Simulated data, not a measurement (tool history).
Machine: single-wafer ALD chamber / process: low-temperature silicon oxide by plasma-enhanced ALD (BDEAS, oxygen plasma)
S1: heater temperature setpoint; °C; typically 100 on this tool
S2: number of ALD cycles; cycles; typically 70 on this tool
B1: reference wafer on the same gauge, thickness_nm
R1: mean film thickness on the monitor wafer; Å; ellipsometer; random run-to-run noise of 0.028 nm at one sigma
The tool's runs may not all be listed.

Run 1, hour 0: usual settings; B1 10.192. Result: R1 113.17 Å.
Run 2, hour 63.2: usual settings; B1 10.206. Result: R1 112.79 Å.
Run 3, hour 162.2: usual settings; B1 10.214. Result: R1 112.84 Å.
Run 4, hour 200.3: usual settings but S1 96 °C, S2 79 cycles; B1 10.212. Result: R1 129.53 Å.
Run 5, hour 239.8: usual settings; B1 10.222. Result: R1 113.22 Å.
Run 6, hour 291.1: usual settings; B1 10.227. Result: R1 113.14 Å.
Run 7, hour 369.7: usual settings; B1 10.228. Result: R1 113.16 Å.
At hour 404.7: gauge calibrated.
Run 8, hour 425.8: usual settings but S2 66 cycles; B1 10.11. Result: R1 105.14 Å.
At hour 514.8: thermocouple changed; heater temperature recalibrated.
Run 9, hour 693.6: usual settings but S2 66 cycles; B1 10.125. Result: R1 105.77 Å.
Run 10, hour 763.7: usual settings but S1 109 °C, S2 81 cycles; B1 10.145. Result: R1 127.94 Å.
Run 11, hour 806.2: usual settings but S1 86 °C, S2 77 cycles; B1 10.133. Result: R1 128.92 Å.
Run 12, hour 863.9: usual settings but S1 89 °C, S2 58 cycles; B1 10.138. Result: R1 96.64 Å.
Run 13, hour 907.4: usual settings; B1 10.152. Result: R1 112.2 Å.
Run 14, hour 984.5: usual settings but S1 95 °C, S2 59 cycles; B1 10.159. Result: R1 96.04 Å.
Run 15, hour 1054.5: usual settings but S1 92 °C, S2 77 cycles; B1 10.158. Result: R1 126.56 Å.
Run 16, hour 1097.9: usual settings but S2 76 cycles; B1 10.177. Result: R1 121.72 Å.
Run 17, hour 1167.1: usual settings but S2 83 cycles; B1 10.16. Result: R1 133.19 Å.
Run 18, hour 1258.4: usual settings but S1 108 °C, S2 63 cycles; B1 10.182. Result: R1 100.37 Å.

Each row is a separate what-if for the run after 18, all from the same tool condition, not one after another. Results?
Run A, hour 1258.9: usual settings; B1 ?. Result: R1 ?.
Run B, hour 1258.9: usual settings but S1 93 °C, S2 62 cycles; B1 ?. Result: R1 ?.
Run C, hour 1258.9: usual settings but S1 96 °C, S2 56 cycles; B1 ?. Result: R1 ?.
Run D, hour 1258.9: usual settings but S1 95 °C, S2 57 cycles; B1 ?. Result: R1 ?.
Run E, hour 1258.9: usual settings but S1 105 °C, S2 75 cycles; B1 ?. Result: R1 ?.

run      B1      R1
  A  10.177  113.34
  B  10.177  102.62
  C  10.177   91.83
  D  10.177   93.76
  E  10.177  120.48
Had the tool no hidden state, the same runs would have come out as:
run      R1
  A  112.46
  B  101.82
  C   91.11
  D   93.03
  E  119.53
